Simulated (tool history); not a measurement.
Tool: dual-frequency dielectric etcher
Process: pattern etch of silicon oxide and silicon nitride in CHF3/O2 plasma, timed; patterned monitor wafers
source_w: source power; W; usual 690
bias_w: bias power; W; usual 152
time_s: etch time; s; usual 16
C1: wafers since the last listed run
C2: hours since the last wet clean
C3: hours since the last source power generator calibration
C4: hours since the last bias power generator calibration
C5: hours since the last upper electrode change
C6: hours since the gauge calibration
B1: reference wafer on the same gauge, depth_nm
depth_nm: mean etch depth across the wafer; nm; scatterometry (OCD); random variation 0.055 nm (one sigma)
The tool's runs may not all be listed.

run 1 hour=0 | source_w=690 bias_w=152 time_s=16 | C1=0 C2=71.8 C3=1094.2 C4=3814.6 C5=4629.4 C6=1337.1 | B1=27.61 | depth_nm=24.89
run 2 hour=61.4 | source_w=690 bias_w=152 time_s=16 | C1=680 C2=133.2 C3=1155.6 C4=3876 C5=4690.8 C6=1398.5 | B1=27.6 | depth_nm=24.91
run 3 hour=107.4 | source_w=690 bias_w=152 time_s=16 | C1=509 C2=179.2 C3=1201.6 C4=3922 C5=4736.8 C6=1444.5 | B1=27.6 | depth_nm=24.9
run 4 hour=161.5 | source_w=690 bias_w=152 time_s=16 | C1=599 C2=233.3 C3=1255.7 C4=3976.1 C5=4790.9 C6=1498.6 | B1=27.59 | depth_nm=24.82
run 5 hour=230 | source_w=690 bias_w=152 time_s=16 | C1=759 C2=301.8 C3=1324.2 C4=4044.6 C5=4859.4 C6=1567.1 | B1=27.61 | depth_nm=24.76
-- hour=233.3 gauge calibrated
run 6 hour=275.5 | source_w=690 bias_w=152 time_s=16 | C1=504 C2=347.3 C3=1369.7 C4=4090.1 C5=4904.9 C6=42.2 | B1=27.6 | depth_nm=24.98
run 7 hour=315.9 | source_w=610 bias_w=152 time_s=16 | C1=447 C2=387.7 C3=1410.1 C4=4130.5 C5=4945.3 C6=82.6 | B1=27.61 | depth_nm=24.34
run 8 hour=356.2 | source_w=690 bias_w=160 time_s=16 | C1=446 C2=428 C3=1450.4 C4=4170.8 C5=4985.6 C6=122.9 | B1=27.61 | depth_nm=25.31
run 9 hour=422 | source_w=750 bias_w=152 time_s=12.5 | C1=729 C2=493.8 C3=1516.2 C4=4236.6 C5=5051.4 C6=188.7 | B1=27.6 | depth_nm=19.84
-- hour=458.8 wet clean of the chamber
run 10 hour=459.3 | source_w=810 bias_w=169 time_s=16 | C1=147 C2=0.5 C3=1553.5 C4=4273.9 C5=5088.7 C6=226 | B1=27.59 | depth_nm=26.72
run 11 hour=507.2 | source_w=690 bias_w=183 time_s=20.5 | C1=530 C2=48.4 C3=1601.4 C4=4321.8 C5=5136.6 C6=273.9 | B1=27.6 | depth_nm=34.06
run 12 hour=565.9 | source_w=550 bias_w=135 time_s=16 | C1=650 C2=107.1 C3=1660.1 C4=4380.5 C5=5195.3 C6=332.6 | B1=27.59 | depth_nm=22.95
run 13 hour=590.8 | source_w=640 bias_w=165 time_s=17.5 | C1=276 C2=132 C3=1685 C4=4405.4 C5=5220.2 C6=357.5 | B1=27.6 | depth_nm=27.58
-- hour=596.2 source power generator calibrated
-- hour=603.8 bias power generator calibrated
run 14 hour=632.7 | source_w=790 bias_w=152 time_s=16 | C1=375 C2=173.9 C3=36.5 C4=28.9 C5=5262.1 C6=399.4 | B1=27.59 | depth_nm=25.57
run 15 hour=685.3 | source_w=630 bias_w=152 time_s=16 | C1=583 C2=226.5 C3=89.1 C4=81.5 C5=5314.7 C6=452 | B1=27.61 | depth_nm=24.36
run 16 hour=751.9 | source_w=690 bias_w=152 time_s=16 | C1=738 C2=293.1 C3=155.7 C4=148.1 C5=5381.3 C6=518.6 | B1=27.6 | depth_nm=24.93
run 17 hour=777.2 | source_w=690 bias_w=124 time_s=16 | C1=280 C2=318.4 C3=181 C4=173.4 C5=5406.6 C6=543.9 | B1=27.59 | depth_nm=23.28
run 18 hour=822 | source_w=690 bias_w=152 time_s=16 | C1=496 C2=363.2 C3=225.8 C4=218.2 C5=5451.4 C6=588.7 | B1=27.61 | depth_nm=24.78
-- hour=850.2 upper electrode replaced
run 19 hour=933.2 | source_w=690 bias_w=152 time_s=13 | C1=966 C2=474.4 C3=337 C4=329.4 C5=83 C6=699.9 | B1=27.6 | depth_nm=20.26
run 20 hour=981.1 | source_w=800 bias_w=163 time_s=18 | C1=530 C2=522.3 C3=384.9 C4=377.3 C5=130.9 C6=747.8 | B1=27.61 | depth_nm=29.7
run 21 hour=1031.4 | source_w=520 bias_w=141 time_s=18.5 | C1=557 C2=572.6 C3=435.2 C4=427.6 C5=181.2 C6=798.1 | B1=27.6 | depth_nm=26.51
-- hour=1088.6 wet clean of the chamber
run 22 hour=1089.1 | source_w=690 bias_w=152 time_s=16 | C1=373 C2=0.5 C3=492.9 C4=485.3 C5=238.9 C6=855.8 | B1=27.6 | depth_nm=24.81
run 23 hour=1128.6 | source_w=690 bias_w=187 time_s=16 | C1=437 C2=40 C3=532.4 C4=524.8 C5=278.4 C6=895.3 | B1=27.6 | depth_nm=26.75
run 24 hour=1183.1 | source_w=690 bias_w=167 time_s=12.5 | C1=604 C2=94.5 C3=586.9 C4=579.3 C5=332.9 C6=949.8 | B1=27.6 | depth_nm=20.08
run 25 hour=1248.6 | source_w=690 bias_w=152 time_s=20 | C1=726 C2=160 C3=652.4 C4=644.8 C5=398.4 C6=1015.3 | B1=27.59 | depth_nm=31.08
run 26 hour=1449.3 | source_w=600 bias_w=152 time_s=19 | C1=2224 C2=360.7 C3=853.1 C4=845.5 C5=599.1 C6=1216 | B1=27.59 | depth_nm=28.79
run 27 hour=1504.9 | source_w=530 bias_w=173 time_s=19.5 | C1=616 C2=416.3 C3=908.7 C4=901.1 C5=654.7 C6=1271.6 | B1=27.58 | depth_nm=30.04
run 28 hour=1532.5 | source_w=690 bias_w=175 time_s=16 | C1=305 C2=443.9 C3=936.3 C4=928.7 C5=682.3 C6=1299.2 | B1=27.6 | depth_nm=25.99
run 29 hour=1560.8 | source_w=530 bias_w=136 time_s=13 | C1=313 C2=472.2 C3=964.6 C4=957 C5=710.6 C6=1327.5 | B1=27.61 | depth_nm=18.44
run 30 hour=1620.5 | source_w=550 bias_w=152 time_s=16 | C1=661 C2=531.9 C3=1024.3 C4=1016.7 C5=770.3 C6=1387.2 | B1=27.61 | depth_nm=23.79

How the hidden state differs across the entries between the runs, from the last listed run before each to the first after it:
Between runs 5 and 6: gauge calibrated (hour 233.3)
  no hidden state differs between the two runs
Between runs 9 and 10: wet clean of the chamber (hour 458.8)
  no hidden state differs between the two runs
Between runs 13 and 14: source power generator calibrated (hour 596.2); bias power generator calibrated (hour 603.8)
  no hidden state differs between the two runs
Between runs 18 and 19: upper electrode replaced (hour 850.2)
  no hidden state differs between the two runs
Between runs 21 and 22: wet clean of the chamber (hour 1088.6)
  no hidden state differs between the two runs
